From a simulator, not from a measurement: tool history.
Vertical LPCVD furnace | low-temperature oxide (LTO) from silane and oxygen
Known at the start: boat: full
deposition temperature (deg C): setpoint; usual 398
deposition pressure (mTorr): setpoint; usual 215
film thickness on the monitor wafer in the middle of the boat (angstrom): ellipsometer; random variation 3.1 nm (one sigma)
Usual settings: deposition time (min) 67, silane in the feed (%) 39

run	hour	deposition temperature (deg C)	deposition pressure (mTorr)	deposition time (min)	silane in the feed (%)	read-back reference wafer on the same gauge, thickness	film thickness on the monitor wafer in the middle of the boat (angstrom)
1	0	398	215	67	39	622.66	5990.5
2	84.7	398	215	67	39	621.7	5984.5
3	168.5	398	215	67	39	621.9	5936.8
4	422.5	398	215	67	39	621.57	6010.1
5	483.5	398	215	67	39	621.54	5933.1
# hour 654.1: thermocouples replaced and temperature profile calibrated
6	792.6	398	215	67	39	622.55	5883.9
7	876.8	398	215	67	42	621.65	6505.7
# hour 878.9: gauge calibrated
# hour 951.9: silane flow controller replaced
8	971.6	398	215	67	42	622.28	6484.8
9	1035.1	398	215	67	39	622.82	5908.1
10	1099.5	398	215	67	39	622.82	5910.1
# hour 1150.6: pressure gauge zeroed
11	1193.3	404	240	42.5	39	623.36	4519.8
12	1257.6	398	260	67	47	621.53	8852.3
13	1294.8	389	200	46.5	42	621.4	3783.4
14	1331.4	388	215	90.5	37	621.6	6725.3
15	1377.4	398	165	67	34	622.5	3818.4
16	1424.3	398	215	67	39	622.93	5981
17	1518.5	386	260	57	35	622.08	4665.8
18	1617.5	398	215	67	39	620.96	5946.7
19	1656.3	398	245	67	35	622.12	5961.8
20	1710.5	398	215	43.5	46	620.85	4667.3
21	1753.3	390	240	54	39	621.79	4933.4

Forecast each of these 3 alternatives for the next run:
A	1758.7	398	215	67	39	?	?
B	1758.7	398	215	90.5	39	?	?
C	1758.7	398	170	67	39	?	?

run	read-back reference wafer on the same gauge, thickness	film thickness on the monitor wafer in the middle of the boat (angstrom)
A	621.65	5959.8
B	621.65	8050.2
C	621.65	4712.4
Without the tool's hidden state the same runs would have given:
run	film thickness on the monitor wafer in the middle of the boat (angstrom)
A	5959.8
B	8050.2
C	4712.4
